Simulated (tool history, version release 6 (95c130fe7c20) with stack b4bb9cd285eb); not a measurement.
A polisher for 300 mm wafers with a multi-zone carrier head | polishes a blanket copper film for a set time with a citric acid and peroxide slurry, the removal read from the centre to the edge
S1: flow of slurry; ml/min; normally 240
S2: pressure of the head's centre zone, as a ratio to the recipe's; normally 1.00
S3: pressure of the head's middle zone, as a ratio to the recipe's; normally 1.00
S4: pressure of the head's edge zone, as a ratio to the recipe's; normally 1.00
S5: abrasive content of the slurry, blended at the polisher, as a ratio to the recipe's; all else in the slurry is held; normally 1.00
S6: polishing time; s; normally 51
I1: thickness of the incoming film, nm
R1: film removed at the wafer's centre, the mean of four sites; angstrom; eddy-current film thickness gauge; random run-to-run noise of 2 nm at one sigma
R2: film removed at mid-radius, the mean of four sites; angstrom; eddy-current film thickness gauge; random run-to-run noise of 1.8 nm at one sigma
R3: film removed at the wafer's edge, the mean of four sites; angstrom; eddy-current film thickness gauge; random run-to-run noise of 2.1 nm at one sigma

run,day,S1,S2,S3,S4,S5,S6,I1,R1,R2,R3
1,0.000,240,1.00,1.00,1.00,1.25,65,679.0,2101,2126,2148
2,4.300,240,1.00,1.00,1.00,1.25,65,691.9,2082,2142,2165
# day 5.008: worn pad replaced by a new one
3,6.271,240,1.00,1.00,1.00,1.25,65,688.9,2091,2119,2153
4,8.088,240,1.00,1.00,1.00,1.00,51,704.1,1511,1582,1568
# day 9.671: slurry nozzle cleaned
# day 10.433: edge zone pressure recalibrated
5,12.112,240,1.00,1.00,1.00,1.00,51,681.1,1561,1589,1635
# day 15.683: worn pad replaced by a new one
6,16.271,240,1.07,1.00,1.00,1.00,64,689.5,2031,1955,1952
# day 22.912: edge zone pressure recalibrated
7,25.962,240,1.00,1.00,1.00,1.00,51,689.3,1548,1579,1606
# day 26.142: worn pad replaced by a new one
8,27.958,175,1.00,1.00,1.00,1.00,51,686.2,1478,1500,1558
# day 29.421: slurry nozzle cleaned
# day 29.617: carrier head's membrane replaced by a new one
9,29.825,155,1.00,1.00,0.93,0.75,51,682.6,1328,1342,1322
# day 30.596: centre zone pressure recalibrated
10,32.975,240,1.00,1.00,1.00,1.00,51,696.3,1559,1560,1602
# day 34.842: edge zone pressure recalibrated
# day 35.562: worn pad replaced by a new one
11,36.800,270,1.00,1.00,1.00,1.10,51,699.5,1594,1601,1618
12,39.583,210,1.00,1.00,0.94,1.20,35,686.7,1119,1118,1105
13,41.371,240,1.06,1.04,1.09,0.90,51,686.6,1566,1533,1571
14,43.821,240,1.00,0.92,1.10,1.00,51,678.5,1516,1516,1686
# day 46.375: worn pad replaced by a new one
15,48.179,240,1.00,1.00,1.00,1.00,51,690.9,1550,1587,1601
# day 49.600: edge zone pressure recalibrated
# day 50.396: slurry nozzle cleaned
16,51.779,240,1.00,1.00,1.00,1.00,51,694.0,1541,1535,1585
17,54.050,240,1.00,1.00,1.00,1.25,51,687.8,1619,1631,1697

Each row is a separate what-if for the run after 17, all from the same tool condition, not one after another. Results?
A,54.067,240,1.00,1.00,1.00,1.00,51,685.9,?,?,?
B,54.067,265,1.00,1.07,1.00,1.00,51,685.9,?,?,?
C,54.067,240,0.91,1.00,1.00,1.00,51,685.9,?,?,?

run,R1,R2,R3
A,1534,1567,1583
B,1554,1647,1596
C,1395,1567,1583
With the hidden condition removed and each run's random variation left untouched, the same runs would have given:
run,R1,R2,R3
A,1534,1567,1583
B,1554,1647,1596
C,1395,1567,1583
